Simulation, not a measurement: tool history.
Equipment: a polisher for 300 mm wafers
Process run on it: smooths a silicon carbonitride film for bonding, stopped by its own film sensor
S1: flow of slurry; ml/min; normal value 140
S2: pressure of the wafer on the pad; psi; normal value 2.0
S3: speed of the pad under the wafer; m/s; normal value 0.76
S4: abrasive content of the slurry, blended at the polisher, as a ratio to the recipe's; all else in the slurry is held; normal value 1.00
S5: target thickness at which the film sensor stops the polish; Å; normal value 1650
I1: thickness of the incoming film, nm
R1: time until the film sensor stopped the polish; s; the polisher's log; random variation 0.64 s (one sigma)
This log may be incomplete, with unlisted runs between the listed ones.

Run 1, hour 0.0: usual settings; I1 180.1. Result: R1 76.5 s.
Run 2, hour 35.5: usual settings; I1 177.6. Result: R1 64.0 s.
Run 3, hour 61.8: usual settings; I1 179.5. Result: R1 73.4 s.
Run 4, hour 86.3: usual settings but S2 2.3 psi; I1 178.5. Result: R1 61.9 s.
Run 5, hour 106.0: usual settings but S2 2.3 psi; I1 180.3. Result: R1 69.9 s.
Run 6, hour 141.9: usual settings; I1 178.0. Result: R1 66.6 s.
Run 7, hour 176.7: usual settings; I1 180.9. Result: R1 76.7 s.
Run 8, hour 192.8: usual settings; I1 179.7. Result: R1 71.9 s.
Run 9, hour 212.6: usual settings; I1 177.7. Result: R1 68.6 s.
Run 10, hour 233.0: usual settings; I1 177.8. Result: R1 69.5 s.
Run 11, hour 264.1: usual settings but S1 160 ml/min; I1 179.0. Result: R1 74.8 s.
Run 12, hour 339.8: usual settings but S1 160 ml/min; I1 179.7. Result: R1 77.6 s.
Run 13, hour 363.7: usual settings but S1 155 ml/min, S2 1.4 psi, S3 0.62 m/s, S4 1.10; I1 181.1. Result: R1 125.9 s.
Run 14, hour 396.0: usual settings but S2 1.7 psi; I1 182.4. Result: R1 106.2 s.
Run 15, hour 428.6: usual settings but S1 160 ml/min, S3 0.94 m/s, S4 1.25, S5 1690 Å; I1 179.4. Result: R1 42.5 s.
Run 16, hour 454.4: usual settings but S3 0.64 m/s, S4 0.75; I1 176.3. Result: R1 79.9 s.
Run 17, hour 466.8: usual settings but S4 0.70; I1 178.7. Result: R1 86.8 s.
Run 18, hour 499.8: usual settings but S1 115 ml/min, S2 1.8 psi, S3 0.86 m/s, S5 1630 Å; I1 181.3. Result: R1 101.0 s.
Run 19, hour 515.8: usual settings; I1 180.0. Result: R1 80.4 s.
Run 20, hour 532.2: usual settings; I1 180.6. Result: R1 83.2 s.
Run 21, hour 558.2: usual settings but S1 105 ml/min; I1 180.9. Result: R1 85.0 s.
Run 22, hour 577.9: usual settings but S5 1620 Å; I1 180.1. Result: R1 91.8 s.
Run 23, hour 607.6: usual settings but S2 2.5 psi, S4 0.75; I1 181.1. Result: R1 77.3 s.
Run 24, hour 638.7: usual settings but S1 110 ml/min, S4 0.80, S5 1670 Å; I1 181.6. Result: R1 86.1 s.
Run 25, hour 656.2: usual settings but S1 185 ml/min, S3 0.56 m/s, S4 1.30, S5 1680 Å; I1 178.9. Result: R1 62.1 s.
Run 26, hour 686.2: usual settings but S1 115 ml/min, S4 0.75; I1 177.5. Result: R1 75.7 s.
Run 27, hour 714.0: usual settings but S2 1.7 psi, S4 0.90; I1 181.1. Result: R1 96.8 s.
Run 28, hour 739.3: usual settings but S1 110 ml/min, S4 0.80; I1 181.6. Result: R1 99.9 s.
Run 29, hour 768.7: usual settings but S3 0.56 m/s, S4 1.20; I1 181.5. Result: R1 102.2 s.
Run 30, hour 796.6: usual settings but S5 1620 Å; I1 178.4. Result: R1 83.6 s.
Run 31, hour 823.8: usual settings but S1 160 ml/min; I1 179.7. Result: R1 73.3 s.

Taken out of this log: 9 entries between the listed runs. Where each belongs, and how the hidden state differs across it:
Run 4 -> run 5: slurry blender recalibrated (hour 105.1)
  slurry flow missing at the pad, %: 25.4 -> 25.8
  measured value less the no-hidden-state value, R1: -3.1 -> -3.5 s
Run 5 -> run 6: worn pad replaced by a new one (hour 128.4)
  slurry flow missing at the pad, %: 25.8 -> 26.4
  measured value less the no-hidden-state value, R1: -3.5 -> -3.3 s
Run 6 -> run 7: slurry nozzle cleaned (hour 155.6)
  slurry flow missing at the pad, %: 26.4 -> 7.24; deviation of the head's pressure from its setpoint, %: 13.3 -> 13.4
  measured value less the no-hidden-state value, R1: -3.3 -> -6.9 s
Run 8 -> run 9: head pressure recalibrated (hour 211.6)
  slurry flow missing at the pad, %: 9.93 -> 12.8; deviation of the head's pressure from its setpoint, %: 13.4 -> 0.889
  measured value less the no-hidden-state value, R1: -6.1 -> +1.0 s
Run 11 -> run 12: worn pad replaced by a new one (hour 338.2)
  slurry flow missing at the pad, %: 18.6 -> 24; deviation of the head's pressure from its setpoint, %: 2.17 -> 3.83
  measured value less the no-hidden-state value, R1: +1.0 -> +0.8 s
Run 19 -> run 20: slurry blender recalibrated (hour 524.7)
  slurry flow missing at the pad, %: 29.2 -> 29.4; deviation of the head's pressure from its setpoint, %: 6.8 -> 7.02
  measured value less the no-hidden-state value, R1: +0.5 -> +0.3 s
Run 20 -> run 21: slurry nozzle cleaned (hour 551.3)
  slurry flow missing at the pad, %: 29.4 -> 4.52; deviation of the head's pressure from its setpoint, %: 7.02 -> 7.36
  measured value less the no-hidden-state value, R1: +0.3 -> -4.0 s
Run 21 -> run 22: worn pad replaced by a new one (hour 576.8)
  slurry flow missing at the pad, %: 4.52 -> 8.13; deviation of the head's pressure from its setpoint, %: 7.36 -> 7.61
  measured value less the no-hidden-state value, R1: -4.0 -> -4.1 s
Run 28 -> run 29: worn pad replaced by a new one (hour 765.5)
  slurry flow missing at the pad, %: 24.1 -> 25.5; deviation of the head's pressure from its setpoint, %: 9.29 -> 9.54
  measured value less the no-hidden-state value, R1: -1.6 -> -2.3 s

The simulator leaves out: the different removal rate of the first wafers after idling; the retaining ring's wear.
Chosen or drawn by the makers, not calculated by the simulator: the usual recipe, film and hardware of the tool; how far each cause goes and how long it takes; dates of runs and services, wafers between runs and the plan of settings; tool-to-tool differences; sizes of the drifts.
